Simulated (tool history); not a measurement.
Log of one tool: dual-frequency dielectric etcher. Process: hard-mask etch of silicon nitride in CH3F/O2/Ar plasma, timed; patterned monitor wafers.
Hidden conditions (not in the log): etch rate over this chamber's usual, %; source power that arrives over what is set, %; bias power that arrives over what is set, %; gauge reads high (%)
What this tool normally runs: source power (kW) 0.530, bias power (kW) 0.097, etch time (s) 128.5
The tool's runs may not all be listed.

run   hour  source power (kW)  bias power (kW)  etch time (s)  wafers since the last listed run  hours since the last wet clean  hours since the last source power generator calibration  hours since the last bias power generator calibration  hours since the last upper electrode change  hours since the gauge calibration  read-back reference wafer on the same gauge, depth_nm  mean etch depth across the wafer (angstrom)
  1    0.0              0.530            0.097          128.5                                 0                           335.4                                                   3694.2                                                 3140.7                                       4050.8                              309.2                                                  100.1                                         1137
  2   20.7              0.530            0.097          128.5                               185                           356.1                                                   3714.9                                                 3161.4                                       4071.5                              329.9                                                  100.0                                         1133
  3   44.7              0.530            0.097          128.5                               215                           380.1                                                   3738.9                                                 3185.4                                       4095.5                              353.9                                                   99.9                                         1122
      87.4  -- wet clean of the chamber
  4   87.9              0.530            0.097          128.5                               172                             0.5                                                   3782.1                                                 3228.6                                       4138.7                              397.1                                                   99.7                                         1192
  5   93.6              0.530            0.097          128.5                                51                             6.2                                                   3787.8                                                 3234.3                                       4144.4                              402.8                                                   99.8                                         1177
  6  112.7              0.530            0.097          128.5                               171                            25.3                                                   3806.9                                                 3253.4                                       4163.5                              421.9                                                   99.9                                         1194
  7  127.1              0.530            0.097          128.5                               129                            39.7                                                   3821.3                                                 3267.8                                       4177.9                              436.3                                                  100.2                                         1185
  8  150.0              0.530            0.097          128.5                               205                            62.6                                                   3844.2                                                 3290.7                                       4200.8                              459.2                                                  100.2                                         1182
  9  175.4              0.530            0.097          128.5                               228                            88.0                                                   3869.6                                                 3316.1                                       4226.2                              484.6                                                   99.7                                         1180
 10  191.8              0.530            0.097          110.5                               147                           104.4                                                   3886.0                                                 3332.5                                       4242.6                              501.0                                                  100.1                                         1009
 11  209.2              0.530            0.097          128.5                               156                           121.8                                                   3903.4                                                 3349.9                                       4260.0                              518.4                                                  100.0                                         1176
 12  261.7              0.530            0.097          128.5                               471                           174.3                                                   3955.9                                                 3402.4                                       4312.5                              570.9                                                   99.7                                         1158
     295.8  -- source power generator calibrated
     312.8  -- upper electrode replaced
 13  313.3              0.530            0.097          128.5                               274                           225.9                                                     17.5                                                 3454.0                                          0.5                              622.5                                                   99.9                                         1169
 14  316.2              0.530            0.080          119.5                                26                           228.8                                                     20.4                                                 3456.9                                          3.4                              625.4                                                  100.1                                         1014
 15  331.4              0.530            0.080          119.5                               136                           244.0                                                     35.6                                                 3472.1                                         18.6                              640.6                                                  100.0                                         1008
 16  356.5              0.630            0.086          105.0                               225                           269.1                                                     60.7                                                 3497.2                                         43.7                              665.7                                                  100.1                                          989
 17  376.9              0.600            0.113           95.5                               183                           289.5                                                     81.1                                                 3517.6                                         64.1                              686.1                                                  100.2                                          947
 18  389.6              0.530            0.097          128.5                               114                           302.2                                                     93.8                                                 3530.3                                         76.8                              698.8                                                   99.9                                         1148
 19  406.7              0.440            0.104          157.0                               153                           319.3                                                    110.9                                                 3547.4                                         93.9                              715.9                                                   99.9                                         1262
 20  421.7              0.530            0.097          128.5                               134                           334.3                                                    125.9                                                 3562.4                                        108.9                              730.9                                                  100.2                                         1143
     445.3  -- bias power generator calibrated
 21  449.5              0.570            0.097          112.5                               213                           362.1                                                    153.7                                                    4.2                                        136.7                              758.7                                                  100.0                                         1028
     483.8  -- wet clean of the chamber
 22  484.3              0.620            0.087          128.5                                97                             0.5                                                    188.5                                                   39.0                                        171.5                              793.5                                                   99.9                                         1234
 23  511.5              0.420            0.079          105.0                               244                            27.7                                                    215.7                                                   66.2                                        198.7                              820.7                                                  100.1                                          775
     526.7  -- gauge calibrated
 24  540.5              0.530            0.097          128.5                               260                            56.7                                                    244.7                                                   95.2                                        227.7                               13.8                                                   99.9                                         1167
 25  561.9              0.530            0.097           99.5                               192                            78.1                                                    266.1                                                  116.6                                        249.1                               35.2                                                   99.8                                          889
 26  575.3              0.600            0.118           96.0                               120                            91.5                                                    279.5                                                  130.0                                        262.5                               48.6                                                   99.8                                          992
 27  592.4              0.530            0.097          149.5                               153                           108.6                                                    296.6                                                  147.1                                        279.6                               65.7                                                  100.3                                         1348
 28  606.2              0.650            0.117          147.5                               123                           122.4                                                    310.4                                                  160.9                                        293.4                               79.5                                                  100.0                                         1559
 29  632.0              0.530            0.097          128.5                               231                           148.2                                                    336.2                                                  186.7                                        319.2                              105.3                                                  100.0                                         1150
 30  651.2              0.560            0.080          156.0                               172                           167.4                                                    355.4                                                  205.9                                        338.4                              124.5                                                   99.7                                         1361
 31  673.9              0.430            0.074          144.0                               203                           190.1                                                    378.1                                                  228.6                                        361.1                              147.2                                                   99.7                                         1041

Here are 3 independent what-if runs from the current tool condition. What would each one return?
  A  674.4              0.480            0.097          128.5                                 4                           190.6                                                    378.6                                                  229.1                                        361.6                              147.7                                                      ?                                            ?
  B  674.4              0.610            0.097          109.5                                 4                           190.6                                                    378.6                                                  229.1                                        361.6                              147.7                                                      ?                                            ?
  C  674.4              0.440            0.097          128.5                                 4                           190.6                                                    378.6                                                  229.1                                        361.6                              147.7                                                      ?                                            ?

run  read-back reference wafer on the same gauge, depth_nm  mean etch depth across the wafer (angstrom)
  A                                                   99.8                                         1076
  B                                                   99.8                                         1047
  C                                                   99.8                                         1021
Stripped of hidden state, with their random variation kept, the same runs would have yielded:
run  mean etch depth across the wafer (angstrom)
  A                                         1107
  B                                         1077
  C                                         1050
